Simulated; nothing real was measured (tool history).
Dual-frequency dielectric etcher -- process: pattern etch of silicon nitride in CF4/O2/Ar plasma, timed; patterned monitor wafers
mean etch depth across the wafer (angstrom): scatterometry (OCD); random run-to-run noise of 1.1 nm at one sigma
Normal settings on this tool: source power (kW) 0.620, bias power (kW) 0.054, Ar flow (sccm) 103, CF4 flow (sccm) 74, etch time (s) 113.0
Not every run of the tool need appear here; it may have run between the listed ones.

run    hour  source power (kW)  bias power (kW)  Ar flow (sccm)  CF4 flow (sccm)  etch time (s)  wafers since the last listed run  hours since the last wet clean  hours since the last source power generator calibration  hours since the last bias power generator calibration  hours since the last Ar flow controller change  hours since the last CF4 flow controller change  hours since the last upper electrode change  hours since the gauge calibration  read-back reference wafer on the same gauge, depth_nm  mean etch depth across the wafer (angstrom)
  1     0.0              0.620            0.054             103               74           95.0                                 0                            33.2                                                     63.7                                                  600.4                                          4034.3                                           2553.4                                        172.8                             1155.2                                                  321.5                                         2335
  2    73.6              0.620            0.054             103               74           95.0                               795                           106.8                                                    137.3                                                  674.0                                          4107.9                                           2627.0                                        246.4                             1228.8                                                  321.3                                         2337
  3   134.2              0.620            0.054             103               74          113.0                               655                           167.4                                                    197.9                                                  734.6                                          4168.5                                           2687.6                                        307.0                             1289.4                                                  320.6                                         2779
  4   204.6              0.620            0.054             103               74          129.5                               761                           237.8                                                    268.3                                                  805.0                                          4238.9                                           2758.0                                        377.4                             1359.8                                                  320.6                                         3197
      263.7  -- CF4 flow controller replaced
  5   301.6              0.620            0.046              77               74          113.0                               983                           334.8                                                    365.3                                                  902.0                                          4335.9                                             37.9                                        474.4                             1456.8                                                  321.4                                         2757
      388.4  -- gauge calibrated
  6   391.1              0.620            0.054              81               74          113.0                               967                           424.3                                                    454.8                                                  991.5                                          4425.4                                            127.4                                        563.9                                2.7                                                  321.1                                         2913
  7   481.9              0.620            0.054              94               91          113.0                               981                           515.1                                                    545.6                                                 1082.3                                          4516.2                                            218.2                                        654.7                               93.5                                                  321.2                                         2930
      515.0  -- Ar flow controller replaced
  8   528.4              0.680            0.054             103               87          113.0                               437                           561.6                                                    592.1                                                 1128.8                                            13.4                                            264.7                                        701.2                              140.0                                                  321.6                                         3107
      576.5  -- wet clean of the chamber
  9   588.0              0.550            0.042             103               74           94.0                               384                            11.5                                                    651.7                                                 1188.4                                            73.0                                            324.3                                        760.8                              199.6                                                  320.8                                         1928
 10   678.0              0.540            0.054             103               64          113.0                               973                           101.5                                                    741.7                                                 1278.4                                           163.0                                            414.3                                        850.8                              289.6                                                  321.8                                         2489
 11   747.8              0.570            0.054             103               59          113.0                               754                           171.3                                                    811.5                                                 1348.2                                           232.8                                            484.1                                        920.6                              359.4                                                  320.6                                         2556
 12   836.1              0.620            0.054             103               74          113.0                               954                           259.6                                                    899.8                                                 1436.5                                           321.1                                            572.4                                       1008.9                              447.7                                                  321.1                                         2810
 13   930.4              0.500            0.059             103               86          133.0                              1019                           353.9                                                    994.1                                                 1530.8                                           415.4                                            666.7                                       1103.2                              542.0                                                  320.7                                         3012
 14   972.5              0.620            0.054             103               74          113.0                               455                           396.0                                                   1036.2                                                 1572.9                                           457.5                                            708.8                                       1145.3                              584.1                                                  320.7                                         2858
 15  1029.0              0.620            0.046              77               74          113.0                               610                           452.5                                                   1092.7                                                 1629.4                                           514.0                                            765.3                                       1201.8                              640.6                                                  320.7                                         2796
 16  1069.4              0.620            0.054              95               74          113.0                               436                           492.9                                                   1133.1                                                 1669.8                                           554.4                                            805.7                                       1242.2                              681.0                                                  321.2                                         2888
     1197.4  -- wet clean of the chamber
 17  1197.9              0.620            0.054             103               74          113.0                              1129                             0.5                                                   1261.6                                                 1798.3                                           682.9                                            934.2                                       1370.7                              809.5                                                  320.9                                         2772
 18  1222.1              0.620            0.054             103               74          113.0                               261                            24.7                                                   1285.8                                                 1822.5                                           707.1                                            958.4                                       1394.9                              833.7                                                  320.9                                         2753
 19  1315.4              0.620            0.060             113               74          113.0                              1008                           118.0                                                   1379.1                                                 1915.8                                           800.4                                           1051.7                                       1488.2                              927.0                                                  321.1                                         2844
 20  1421.4              0.670            0.066             103               74          113.0                              1146                           224.0                                                   1485.1                                                 2021.8                                           906.4                                           1157.7                                       1594.2                             1033.0                                                  320.5                                         3207

Predict each of these 5 candidate next runs independently; none follows another, all start after run 20:
  A  1421.8              0.620            0.054             103               74          113.0                                 4                           224.4                                                   1485.5                                                 2022.2                                           906.8                                           1158.1                                       1594.6                             1033.4                                                      ?                                            ?
  B  1421.8              0.620            0.064             103               56          113.0                                 4                           224.4                                                   1485.5                                                 2022.2                                           906.8                                           1158.1                                       1594.6                             1033.4                                                      ?                                            ?
  C  1421.8              0.620            0.054             103               80          127.0                                 4                           224.4                                                   1485.5                                                 2022.2                                           906.8                                           1158.1                                       1594.6                             1033.4                                                      ?                                            ?
  D  1421.8              0.500            0.054             103               74          113.0                                 4                           224.4                                                   1485.5                                                 2022.2                                           906.8                                           1158.1                                       1594.6                             1033.4                                                      ?                                            ?
  E  1421.8              0.690            0.054             103               74          113.0                                 4                           224.4                                                   1485.5                                                 2022.2                                           906.8                                           1158.1                                       1594.6                             1033.4                                                      ?                                            ?

run  read-back reference wafer on the same gauge, depth_nm  mean etch depth across the wafer (angstrom)
  A                                                  320.4                                         2781
  B                                                  320.4                                         2880
  C                                                  320.4                                         3154
  D                                                  320.4                                         2395
  E                                                  320.4                                         3003
Stripped of hidden state, with their random variation kept, the same runs would have yielded:
run  mean etch depth across the wafer (angstrom)
  A                                         2745
  B                                         2843
  C                                         3113
  D                                         2364
  E                                         2964
